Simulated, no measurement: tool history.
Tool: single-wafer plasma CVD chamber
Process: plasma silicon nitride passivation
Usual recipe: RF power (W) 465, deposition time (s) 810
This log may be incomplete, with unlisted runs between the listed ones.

| run | hour | RF power (W) | deposition time (s) | read-back reference wafer on the same gauge, thickness_nm | mean film thickness on the monitor wafer (angstrom) |
|---|---|---|---|---|---|
| 1 | 0.0 | 465 | 810 | 1220.331 | 12227.41 |
| 2 | 11.0 | 465 | 810 | 1219.350 | 12214.48 |
| 3 | 24.2 | 465 | 810 | 1221.565 | 12250.57 |
| 4 | 36.6 | 465 | 810 | 1220.584 | 12236.89 |
| 5 | 66.7 | 465 | 810 | 1219.142 | 12232.10 |
| 6 | 74.3 | 465 | 810 | 1220.563 | 12260.68 |
| 7 | 91.5 | 465 | 810 | 1219.547 | 12230.70 |
| 8 | 100.9 | 465 | 810 | 1221.434 | 12234.85 |
| 9 | 111.0 | 440 | 810 | 1220.732 | 11960.38 |
| 10 | 122.0 | 440 | 810 | 1218.330 | 11909.43 |
| 11 | 143.8 | 440 | 810 | 1220.544 | 11943.21 |
| 12 | 150.4 | 465 | 927 | 1220.800 | 14053.83 |
| 13 | 159.4 | 375 | 953 | 1220.421 | 13089.36 |
| 14 | 169.9 | 465 | 810 | 1219.881 | 12198.65 |
| 15 | 182.7 | 465 | 810 | 1219.058 | 12273.74 |
| 16 | 198.8 | 465 | 900 | 1219.131 | 13557.43 |
| 17 | 208.9 | 420 | 673 | 1220.107 | 9768.23 |
| 18 | 222.9 | 500 | 662 | 1220.472 | 10248.27 |
| 19 | 239.4 | 540 | 810 | 1220.136 | 12951.81 |
| 20 | 252.5 | 440 | 810 | 1218.475 | 12013.31 |
| 21 | 259.8 | 535 | 760 | 1221.453 | 12087.48 |
| 22 | 267.3 | 465 | 810 | 1220.932 | 12172.41 |
| 23 | 279.6 | 375 | 894 | 1219.233 | 12380.69 |

Not shown here: 3 entries made in the log between runs. Locate each between two listed runs and compare the hidden state at the listed run before it with the hidden state at the listed run after it:
In the gap between runs 8 and 9: gauge calibrated (hour 106.1); showerhead replaced (hour 109.8)
  no hidden state differs between the two runs
In the gap between runs 10 and 11: RF generator calibrated (hour 143.3)
  no hidden state differs between the two runs
